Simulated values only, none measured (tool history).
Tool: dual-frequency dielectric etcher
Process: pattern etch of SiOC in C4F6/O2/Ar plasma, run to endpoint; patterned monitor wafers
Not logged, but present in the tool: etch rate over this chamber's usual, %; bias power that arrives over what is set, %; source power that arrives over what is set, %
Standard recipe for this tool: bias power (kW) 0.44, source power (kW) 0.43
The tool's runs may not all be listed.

| run | day | bias power (kW) | source power (kW) | wafers since the last listed run | hours since the last wet clean | hours since the last bias power generator calibration | hours since the last source power generator calibration | hours since the last upper electrode change | incoming incoming film thickness, nm | endpoint time (s) |
|---|---|---|---|---|---|---|---|---|---|---|
| 1 | 0 | 0.44 | 0.43 | 0 | 298.4 | 2176.8 | 1436.5 | 4500.9 | 36.84 | 11.9 |
| 2 | 0.292 | 0.44 | 0.43 | 63 | 305.4 | 2183.8 | 1443.5 | 4507.9 | 36.66 | 11.8 |
| 3 | 0.842 | 0.44 | 0.43 | 120 | 318.6 | 2197 | 1456.7 | 4521.1 | 37.11 | 11.8 |
| 4 | 1.512 | 0.44 | 0.43 | 146 | 334.7 | 2213.1 | 1472.8 | 4537.2 | 36.95 | 11.7 |
| 5 | 2.058 | 0.355 | 0.43 | 119 | 347.8 | 2226.2 | 1485.9 | 4550.3 | 36.96 | 12.3 |
| 6 | 2.488 | 0.355 | 0.43 | 93 | 358.1 | 2236.5 | 1496.2 | 4560.6 | 36.83 | 12.4 |
| 7 | 2.942 | 0.355 | 0.43 | 99 | 369 | 2247.4 | 1507.1 | 4571.5 | 36.94 | 12.3 |
| 8 | 3.421 | 0.44 | 0.46 | 104 | 380.5 | 2258.9 | 1518.6 | 4583 | 36.87 | 11.4 |
| 9 | 3.746 | 0.44 | 0.46 | 71 | 388.3 | 2266.7 | 1526.4 | 4590.8 | 36.58 | 11.4 |
| 10 | 4.192 | 0.44 | 0.46 | 97 | 399 | 2277.4 | 1537.1 | 4601.5 | 37.26 | 11.5 |
| 11 | 4.712 | 0.44 | 0.43 | 113 | 411.5 | 2289.9 | 1549.6 | 4614 | 36.53 | 11.5 |
| 12 | 5.388 | 0.49 | 0.49 | 147 | 427.7 | 2306.1 | 1565.8 | 4630.2 | 37.13 | 10.7 |
|  | 6.85 | wet clean of the chamber |
| 13 | 6.871 | 0.49 | 0.49 | 105 | 0.5 | 2341.7 | 1601.4 | 4665.8 | 37.23 | 11.4 |
| 14 | 6.888 | 0.49 | 0.49 | 3 | 0.9 | 2342.1 | 1601.8 | 4666.2 | 36.69 | 11.1 |
| 15 | 7.304 | 0.416 | 0.4 | 91 | 10.9 | 2352.1 | 1611.8 | 4676.2 | 36.76 | 12.5 |
| 16 | 8.904 | 0.495 | 0.37 | 349 | 49.3 | 2390.5 | 1650.2 | 4714.6 | 36.65 | 12.2 |
| 17 | 9.217 | 0.511 | 0.4 | 68 | 56.8 | 2398 | 1657.7 | 4722.1 | 36.86 | 11.9 |
| 18 | 9.529 | 0.386 | 0.36 | 68 | 64.3 | 2405.5 | 1665.2 | 4729.6 | 37 | 13.4 |
|  | 10.112 | bias power generator calibrated |
| 19 | 10.133 | 0.44 | 0.48 | 95 | 78.8 | 0.5 | 1679.7 | 4744.1 | 36.97 | 11.6 |
|  | 11.179 | upper electrode replaced |
| 20 | 11.2 | 0.546 | 0.37 | 14 | 104.4 | 26.1 | 1705.3 | 0.5 | 37.18 | 12 |
| 21 | 11.212 | 0.469 | 0.52 | 2 | 104.7 | 26.4 | 1705.6 | 0.8 | 37.3 | 11.2 |
| 22 | 11.771 | 0.44 | 0.43 | 122 | 118.1 | 39.8 | 1719 | 14.2 | 36.51 | 11.7 |
|  | 12.142 | source power generator calibrated |
| 23 | 12.292 | 0.44 | 0.43 | 77 | 130.6 | 52.3 | 3.6 | 26.7 | 36.55 | 12 |
| 24 | 12.588 | 0.545 | 0.48 | 64 | 137.7 | 59.4 | 10.7 | 33.8 | 36.53 | 10.8 |
| 25 | 12.983 | 0.475 | 0.34 | 86 | 147.2 | 68.9 | 20.2 | 43.3 | 36.62 | 12.8 |
| 26 | 13.267 | 0.481 | 0.43 | 61 | 154 | 75.7 | 27 | 50.1 | 37.08 | 11.8 |
| 27 | 13.838 | 0.33 | 0.36 | 124 | 167.7 | 89.4 | 40.7 | 63.8 | 37.02 | 13.7 |
| 28 | 14.454 | 0.409 | 0.35 | 134 | 182.5 | 104.2 | 55.5 | 78.6 | 36.97 | 13.3 |
| 29 | 14.9 | 0.537 | 0.51 | 97 | 193.2 | 114.9 | 66.2 | 89.3 | 36.85 | 10.7 |
| 30 | 15.3 | 0.44 | 0.4 | 87 | 202.8 | 124.5 | 75.8 | 98.9 | 37.13 | 12.3 |
| 31 | 15.833 | 0.481 | 0.43 | 116 | 215.6 | 137.3 | 88.6 | 111.7 | 36.97 | 11.4 |
| 32 | 16.121 | 0.519 | 0.38 | 62 | 222.5 | 144.2 | 95.5 | 118.6 | 36.52 | 11.8 |
| 33 | 16.783 | 0.44 | 0.46 | 144 | 238.4 | 160.1 | 111.4 | 134.5 | 37.11 | 11.6 |
| 34 | 17.079 | 0.44 | 0.43 | 64 | 245.5 | 167.2 | 118.5 | 141.6 | 36.8 | 11.9 |
| 35 | 17.446 | 0.362 | 0.5 | 80 | 254.3 | 176 | 127.3 | 150.4 | 37.08 | 11.9 |
| 36 | 17.738 | 0.365 | 0.51 | 63 | 261.3 | 183 | 134.3 | 157.4 | 36.82 | 11.5 |

Exercise: give the hidden state of the tool at every run:
bias power that arrives over what is set, %: 0, the same for each run
source power that arrives over what is set, %: 0, the same for each run
H1: etch rate over this chamber's usual, %
| run | H1 |
|---|---|
| 1 | 3.77 |
| 2 | 3.83 |
| 3 | 3.96 |
| 4 | 4.12 |
| 5 | 4.25 |
| 6 | 4.35 |
| 7 | 4.46 |
| 8 | 4.57 |
| 9 | 4.65 |
| 10 | 4.76 |
| 11 | 4.88 |
| 12 | 5.04 |
| 13 | 0.709 |
| 14 | 0.713 |
| 15 | 0.812 |
| 16 | 1.19 |
| 17 | 1.26 |
| 18 | 1.34 |
| 19 | 1.48 |
| 20 | 1.73 |
| 21 | 1.74 |
| 22 | 1.87 |
| 23 | 1.99 |
| 24 | 2.06 |
| 25 | 2.16 |
| 26 | 2.22 |
| 27 | 2.36 |
| 28 | 2.5 |
| 29 | 2.61 |
| 30 | 2.7 |
| 31 | 2.83 |
| 32 | 2.9 |
| 33 | 3.05 |
| 34 | 3.12 |
| 35 | 3.21 |
| 36 | 3.28 |

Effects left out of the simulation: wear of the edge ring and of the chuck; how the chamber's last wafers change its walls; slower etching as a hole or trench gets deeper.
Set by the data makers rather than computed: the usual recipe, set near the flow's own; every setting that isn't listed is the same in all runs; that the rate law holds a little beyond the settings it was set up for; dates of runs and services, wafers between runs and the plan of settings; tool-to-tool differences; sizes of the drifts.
